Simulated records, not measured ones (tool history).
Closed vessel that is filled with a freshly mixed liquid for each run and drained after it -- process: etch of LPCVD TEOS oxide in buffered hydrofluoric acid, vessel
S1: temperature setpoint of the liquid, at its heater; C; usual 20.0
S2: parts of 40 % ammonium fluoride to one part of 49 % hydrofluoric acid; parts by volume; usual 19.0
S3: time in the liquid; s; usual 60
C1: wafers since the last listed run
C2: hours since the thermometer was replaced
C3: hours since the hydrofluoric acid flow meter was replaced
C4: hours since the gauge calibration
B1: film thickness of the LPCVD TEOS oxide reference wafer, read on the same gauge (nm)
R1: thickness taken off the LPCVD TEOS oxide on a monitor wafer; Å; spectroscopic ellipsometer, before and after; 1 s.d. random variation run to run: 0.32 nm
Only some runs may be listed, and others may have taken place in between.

| run | hour | S1 | S2 | S3 | C1 | C2 | C3 | C4 | B1 | R1 |
|---|---|---|---|---|---|---|---|---|---|---|
| 1 | 0.0 | 20.0 | 19.0 | 60 | 0 | 1536.0 | 1590.1 | 121.2 | 149.99 | 537.0 |
| 2 | 8.8 | 20.0 | 19.0 | 60 | 637 | 1544.8 | 1598.9 | 130.0 | 150.00 | 538.8 |
| 3 | 62.4 | 20.0 | 19.0 | 60 | 3883 | 1598.4 | 1652.5 | 183.6 | 150.00 | 541.6 |
| 4 | 75.6 | 20.0 | 23.0 | 35 | 956 | 1611.6 | 1665.7 | 196.8 | 149.98 | 270.3 |
| 5 | 88.3 | 20.0 | 19.0 | 60 | 920 | 1624.3 | 1678.4 | 209.5 | 150.01 | 536.8 |
| 6 | 103.8 | 20.0 | 19.0 | 60 | 1122 | 1639.8 | 1693.9 | 225.0 | 150.02 | 532.4 |
| 7 | 112.9 | 20.0 | 19.0 | 60 | 659 | 1648.9 | 1703.0 | 234.1 | 150.00 | 531.7 |
| 8 | 127.4 | 20.0 | 23.5 | 60 | 1050 | 1663.4 | 1717.5 | 248.6 | 150.02 | 455.1 |
|  | 135.0 | thermometer replaced |
| 9 | 141.2 | 20.0 | 23.5 | 60 | 927 | 6.2 | 1731.3 | 262.4 | 150.00 | 457.2 |
| 10 | 153.2 | 20.0 | 19.0 | 60 | 869 | 18.2 | 1743.3 | 274.4 | 149.98 | 542.9 |
| 11 | 160.4 | 20.0 | 19.0 | 60 | 521 | 25.4 | 1750.5 | 281.6 | 149.99 | 535.6 |
| 12 | 200.8 | 20.0 | 19.0 | 60 | 2926 | 65.8 | 1790.9 | 322.0 | 149.99 | 538.0 |
| 13 | 216.4 | 17.5 | 25.5 | 60 | 1130 | 81.4 | 1806.5 | 337.6 | 149.99 | 376.3 |
| 14 | 232.8 | 17.5 | 16.5 | 45 | 1188 | 97.8 | 1822.9 | 354.0 | 149.98 | 400.0 |
|  | 237.0 | hydrofluoric acid flow meter replaced |
| 15 | 239.9 | 20.0 | 19.0 | 60 | 441 | 104.9 | 2.9 | 361.1 | 150.01 | 535.9 |
| 16 | 249.7 | 20.0 | 19.0 | 60 | 709 | 114.7 | 12.7 | 370.9 | 150.00 | 543.1 |
|  | 251.1 | gauge calibrated |
| 17 | 265.9 | 20.0 | 19.0 | 95 | 1173 | 130.9 | 28.9 | 14.8 | 150.00 | 854.8 |
| 18 | 274.4 | 20.0 | 15.5 | 30 | 615 | 139.4 | 37.4 | 23.3 | 149.99 | 330.5 |
| 19 | 290.1 | 18.5 | 21.5 | 60 | 1137 | 155.1 | 53.1 | 39.0 | 150.00 | 443.3 |
| 20 | 306.9 | 21.5 | 25.0 | 40 | 1217 | 171.9 | 69.9 | 55.8 | 150.01 | 316.4 |
| 21 | 319.1 | 20.0 | 13.5 | 80 | 883 | 184.1 | 82.1 | 68.0 | 150.01 | 1014.9 |
| 22 | 330.4 | 24.5 | 19.0 | 50 | 818 | 195.4 | 93.4 | 79.3 | 149.99 | 571.3 |
| 23 | 339.1 | 24.5 | 19.0 | 60 | 630 | 204.1 | 102.1 | 88.0 | 150.00 | 690.8 |
| 24 | 352.1 | 25.0 | 19.0 | 85 | 941 | 217.1 | 115.1 | 101.0 | 150.00 | 1011.6 |

Alternative continuations, all from the tool just after run 24; predict every row:
| A | 352.8 | 20.0 | 19.0 | 60 | 50 | 217.8 | 115.8 | 101.7 | ? | ? |
| B | 352.8 | 20.0 | 19.0 | 75 | 50 | 217.8 | 115.8 | 101.7 | ? | ? |
| C | 352.8 | 17.0 | 14.0 | 30 | 50 | 217.8 | 115.8 | 101.7 | ? | ? |
| D | 352.8 | 17.0 | 25.0 | 50 | 50 | 217.8 | 115.8 | 101.7 | ? | ? |

| run | B1 | R1 |
|---|---|---|
| A | 150.01 | 541.0 |
| B | 150.01 | 676.3 |
| C | 150.01 | 308.4 |
| D | 150.01 | 309.8 |
With no hidden state in the tool, these same runs would have given:
| run | R1 |
|---|---|
| A | 541.0 |
| B | 676.3 |
| C | 308.4 |
| D | 309.8 |

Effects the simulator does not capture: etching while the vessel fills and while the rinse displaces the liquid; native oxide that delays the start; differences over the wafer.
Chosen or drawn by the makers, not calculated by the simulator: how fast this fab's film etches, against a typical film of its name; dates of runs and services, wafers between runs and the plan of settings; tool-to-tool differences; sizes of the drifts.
